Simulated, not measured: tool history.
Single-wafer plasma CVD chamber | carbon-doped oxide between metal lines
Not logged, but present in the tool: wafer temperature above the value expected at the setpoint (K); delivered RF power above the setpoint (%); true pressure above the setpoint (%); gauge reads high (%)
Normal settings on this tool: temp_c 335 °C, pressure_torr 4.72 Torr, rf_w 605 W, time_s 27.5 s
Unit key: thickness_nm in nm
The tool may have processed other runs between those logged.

run	hour	temp_c	pressure_torr	rf_w	time_s	wafers since the last listed run	hours since the last thermocouple change	hours since the last RF generator calibration	hours since the last manometer calibration	hours since the showerhead was replaced	hours since the gauge calibration	read-back reference wafer on the same gauge, thickness_nm	thickness_nm
1	0	335	4.72	605	27.5	0	1385.9	1262.7	2171.5	2209.3	203.6	152.154	168.964
2	17.5	344	4.72	535	27.5	466	1403.4	1280.2	2189	2226.8	221.1	151.711	155.683
3	23.7	335	4.72	605	27.5	165	1409.6	1286.4	2195.2	2233	227.3	152.178	168.546
4	40.8	335	4.72	605	27.5	455	1426.7	1303.5	2212.3	2250.1	244.4	152.141	169.267
# hour 44.6: gauge calibrated
5	54.4	335	4.72	605	27.5	362	1440.3	1317.1	2225.9	2263.7	9.8	152.142	169.635
6	68.4	335	4.72	605	27.5	372	1454.3	1331.1	2239.9	2277.7	23.8	152.075	168.112
7	84.2	347	4.72	605	27.5	420	1470.1	1346.9	2255.7	2293.5	39.6	152.134	162.091
8	93.6	347	4.72	605	27.5	250	1479.5	1356.3	2265.1	2302.9	49	152.049	161.571
9	108	347	4.72	605	27.5	383	1493.9	1370.7	2279.5	2317.3	63.4	152.055	161.003
10	116.3	335	4.72	605	27.5	221	1502.2	1379	2287.8	2325.6	71.7	151.773	167.792
11	131	335	4.72	605	27.5	391	1516.9	1393.7	2302.5	2340.3	86.4	152.04	168.908
12	143.7	335	4.72	605	27.5	338	1529.6	1406.4	2315.2	2353	99.1	151.861	168.321
# hour 152.3: RF generator calibrated
# hour 156.4: capacitance manometer re-zeroed and calibrated
13	158	335	4.24	605	27.5	59	1543.9	5.7	1.6	2367.3	113.4	152.219	165.676
# hour 195: showerhead replaced
14	211.9	335	4.72	605	27.5	1222	1597.8	59.6	55.5	16.9	167.3	151.879	168.382
15	219.4	335	3.94	555	27.5	199	1605.3	67.1	63	24.4	174.8	151.98	159.286
16	231.2	335	4.72	605	27.5	314	1617.1	78.9	74.8	36.2	186.6	151.923	168.603
17	247.7	326	4.72	635	27.5	439	1633.6	95.4	91.3	52.7	203.1	151.93	176.67
18	264.4	335	3.95	605	25.6	444	1650.3	112.1	108	69.4	219.8	151.9	154.11
# hour 275.7: thermocouple changed; heater temperature recalibrated
# hour 279.3: gauge calibrated
19	280.5	344	4.72	605	27.5	215	4.8	128.2	124.1	85.5	1.2	151.816	162.671
20	296.2	347	4.72	605	27.5	418	20.5	143.9	139.8	101.2	16.9	152.209	161.344
21	303.7	335	3.77	605	27.5	199	28	151.4	147.3	108.7	24.4	152.124	164.863
22	337	335	5.86	605	27.5	886	61.3	184.7	180.6	142	57.7	151.826	173.761
23	344.6	335	5.8	605	27.5	202	68.9	192.3	188.2	149.6	65.3	152.041	173.703

Expected results for the next run?
24	357.7	335	4.72	605	27.5	348	82	205.4	201.3	162.7	78.4	?	?

read-back reference wafer on the same gauge, thickness_nm: 152.048
thickness_nm: 168.38 nm
With the hidden condition absent and the run-to-run variation left alone, this run would have shown thickness_nm 168.38 nm.
